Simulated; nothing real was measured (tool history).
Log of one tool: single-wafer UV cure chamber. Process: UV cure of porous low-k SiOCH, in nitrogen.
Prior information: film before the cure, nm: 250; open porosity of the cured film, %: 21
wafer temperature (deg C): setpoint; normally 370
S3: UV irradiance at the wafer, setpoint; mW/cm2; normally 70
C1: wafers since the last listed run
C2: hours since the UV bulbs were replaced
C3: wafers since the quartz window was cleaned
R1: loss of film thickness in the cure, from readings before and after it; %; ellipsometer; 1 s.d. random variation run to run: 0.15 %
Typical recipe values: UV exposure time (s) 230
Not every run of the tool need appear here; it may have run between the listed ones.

{"run": 1, "day": 0.0, "wafer temperature (deg C)": 370, "UV exposure time (s)": 160, "S3": 70, "C1": 0, "C2": 2349.5, "C3": 1816, "R1": 6.69}
{"run": 2, "day": 1.471, "wafer temperature (deg C)": 370, "UV exposure time (s)": 160, "S3": 70, "C1": 315, "C2": 2384.8, "C3": 2131, "R1": 6.584}
{"run": 3, "day": 2.521, "wafer temperature (deg C)": 370, "UV exposure time (s)": 160, "S3": 70, "C1": 225, "C2": 2410.0, "C3": 2357, "R1": 6.297}
{"day": 3.562, "done": "quartz window cleaned"}
{"run": 4, "day": 3.604, "wafer temperature (deg C)": 363, "UV exposure time (s)": 230, "S3": 70, "C1": 160, "C2": 2436.0, "C3": 8, "R1": 8.528}
{"run": 5, "day": 4.712, "wafer temperature (deg C)": 370, "UV exposure time (s)": 140, "S3": 70, "C1": 237, "C2": 2462.6, "C3": 246, "R1": 6.538}
{"run": 6, "day": 6.012, "wafer temperature (deg C)": 370, "UV exposure time (s)": 140, "S3": 70, "C1": 278, "C2": 2493.8, "C3": 525, "R1": 6.493}
{"run": 7, "day": 6.721, "wafer temperature (deg C)": 370, "UV exposure time (s)": 230, "S3": 70, "C1": 151, "C2": 2510.8, "C3": 677, "R1": 8.426}
{"run": 8, "day": 8.012, "wafer temperature (deg C)": 370, "UV exposure time (s)": 230, "S3": 70, "C1": 277, "C2": 2541.8, "C3": 954, "R1": 8.463}
{"run": 9, "day": 8.733, "wafer temperature (deg C)": 370, "UV exposure time (s)": 230, "S3": 70, "C1": 154, "C2": 2559.1, "C3": 1109, "R1": 8.448}
{"run": 10, "day": 9.671, "wafer temperature (deg C)": 370, "UV exposure time (s)": 230, "S3": 70, "C1": 201, "C2": 2581.6, "C3": 1310, "R1": 8.371}
{"run": 11, "day": 10.85, "wafer temperature (deg C)": 370, "UV exposure time (s)": 230, "S3": 70, "C1": 253, "C2": 2609.9, "C3": 1563, "R1": 8.294}
{"run": 12, "day": 11.65, "wafer temperature (deg C)": 370, "UV exposure time (s)": 230, "S3": 70, "C1": 171, "C2": 2629.1, "C3": 1735, "R1": 8.258}
{"day": 15.438, "done": "quartz window cleaned"}
{"run": 13, "day": 15.775, "wafer temperature (deg C)": 370, "UV exposure time (s)": 230, "S3": 70, "C1": 813, "C2": 2728.1, "C3": 72, "R1": 8.623}
{"run": 14, "day": 16.967, "wafer temperature (deg C)": 370, "UV exposure time (s)": 230, "S3": 70, "C1": 255, "C2": 2756.7, "C3": 327, "R1": 8.634}
{"run": 15, "day": 18.054, "wafer temperature (deg C)": 370, "UV exposure time (s)": 230, "S3": 70, "C1": 233, "C2": 2782.8, "C3": 561, "R1": 8.579}
{"run": 16, "day": 18.958, "wafer temperature (deg C)": 370, "UV exposure time (s)": 230, "S3": 70, "C1": 194, "C2": 2804.5, "C3": 755, "R1": 8.505}
{"run": 17, "day": 20.054, "wafer temperature (deg C)": 370, "UV exposure time (s)": 275, "S3": 40, "C1": 235, "C2": 2830.8, "C3": 990, "R1": 6.703}
{"day": 20.458, "done": "UV bulbs replaced"}
{"run": 18, "day": 21.546, "wafer temperature (deg C)": 370, "UV exposure time (s)": 275, "S3": 40, "C1": 248, "C2": 26.1, "C3": 1239, "R1": 8.671}
{"run": 19, "day": 24.004, "wafer temperature (deg C)": 370, "UV exposure time (s)": 280, "S3": 88, "C1": 527, "C2": 85.1, "C3": 1766, "R1": 11.824}
{"run": 20, "day": 25.075, "wafer temperature (deg C)": 370, "UV exposure time (s)": 230, "S3": 70, "C1": 229, "C2": 110.8, "C3": 1996, "R1": 9.667}
{"run": 21, "day": 26.238, "wafer temperature (deg C)": 358, "UV exposure time (s)": 185, "S3": 93, "C1": 249, "C2": 138.7, "C3": 2245, "R1": 9.463}
{"run": 22, "day": 26.783, "wafer temperature (deg C)": 388, "UV exposure time (s)": 100, "S3": 95, "C1": 117, "C2": 151.8, "C3": 2362, "R1": 7.489}
{"day": 27.212, "done": "quartz window cleaned"}
{"run": 23, "day": 27.679, "wafer temperature (deg C)": 358, "UV exposure time (s)": 135, "S3": 70, "C1": 120, "C2": 173.3, "C3": 100, "R1": 7.641}
{"run": 24, "day": 28.546, "wafer temperature (deg C)": 370, "UV exposure time (s)": 230, "S3": 70, "C1": 185, "C2": 194.1, "C3": 286, "R1": 10.299}
{"run": 25, "day": 29.125, "wafer temperature (deg C)": 370, "UV exposure time (s)": 230, "S3": 70, "C1": 124, "C2": 208.0, "C3": 410, "R1": 9.721}
{"run": 26, "day": 30.404, "wafer temperature (deg C)": 359, "UV exposure time (s)": 230, "S3": 40, "C1": 274, "C2": 238.7, "C3": 685, "R1": 7.51}
{"run": 27, "day": 31.767, "wafer temperature (deg C)": 384, "UV exposure time (s)": 140, "S3": 85, "C1": 292, "C2": 271.4, "C3": 977, "R1": 8.725}
{"run": 28, "day": 33.029, "wafer temperature (deg C)": 370, "UV exposure time (s)": 360, "S3": 70, "C1": 270, "C2": 301.7, "C3": 1248, "R1": 11.768}
{"run": 29, "day": 34.138, "wafer temperature (deg C)": 360, "UV exposure time (s)": 230, "S3": 70, "C1": 237, "C2": 328.3, "C3": 1486, "R1": 9.339}
{"run": 30, "day": 34.933, "wafer temperature (deg C)": 370, "UV exposure time (s)": 230, "S3": 70, "C1": 170, "C2": 347.4, "C3": 1656, "R1": 9.341}
{"run": 31, "day": 36.067, "wafer temperature (deg C)": 370, "UV exposure time (s)": 230, "S3": 70, "C1": 243, "C2": 374.6, "C3": 1900, "R1": 9.364}
{"day": 37.308, "done": "quartz window cleaned"}
{"run": 32, "day": 37.35, "wafer temperature (deg C)": 370, "UV exposure time (s)": 305, "S3": 70, "C1": 203, "C2": 405.4, "C3": 8, "R1": 11.212}
{"run": 33, "day": 38.0, "wafer temperature (deg C)": 378, "UV exposure time (s)": 190, "S3": 102, "C1": 139, "C2": 421.0, "C3": 148, "R1": 10.629}
{"run": 34, "day": 38.583, "wafer temperature (deg C)": 361, "UV exposure time (s)": 280, "S3": 40, "C1": 125, "C2": 435.0, "C3": 273, "R1": 7.992}
{"run": 35, "day": 39.125, "wafer temperature (deg C)": 389, "UV exposure time (s)": 285, "S3": 109, "C1": 116, "C2": 448.0, "C3": 389, "R1": 13.116}
{"run": 36, "day": 40.146, "wafer temperature (deg C)": 370, "UV exposure time (s)": 180, "S3": 70, "C1": 219, "C2": 472.5, "C3": 608, "R1": 8.422}

What differs in the tool's unlogged condition from the final listed run ahead of each entry between runs to the first listed run following it?
From run 3 to run 4: quartz window cleaned (day 3.562)
  lamp output below its setpoint, %: 35.9 -> 36; transmission lost against a clean window, %: 15.8 -> 1
  measured value less the no-hidden-state value, R1: -2.607 -> -2.074 %
From run 12 to run 13: quartz window cleaned (day 15.438)
  lamp output below its setpoint, %: 36.5 -> 36.7; transmission lost against a clean window, %: 9.41 -> 0.813
  measured value less the no-hidden-state value, R1: -2.516 -> -2.124 %
From run 17 to run 18: UV bulbs replaced (day 20.458)
  lamp output below its setpoint, %: 36.9 -> 3.51; transmission lost against a clean window, %: 3.54 -> 5.59
  measured value less the no-hidden-state value, R1: -2.111 -> -0.421 %
From run 22 to run 23: quartz window cleaned (day 27.212)
  lamp output below its setpoint, %: 8.04 -> 8.76; transmission lost against a clean window, %: 17.3 -> 2.19
  measured value less the no-hidden-state value, R1: -1.202 -> -0.497 %
From run 31 to run 32: quartz window cleaned (day 37.308)
  lamp output below its setpoint, %: 14.7 -> 15.5; transmission lost against a clean window, %: 12.2 -> 3.63
  measured value less the no-hidden-state value, R1: -1.328 -> -0.992 %
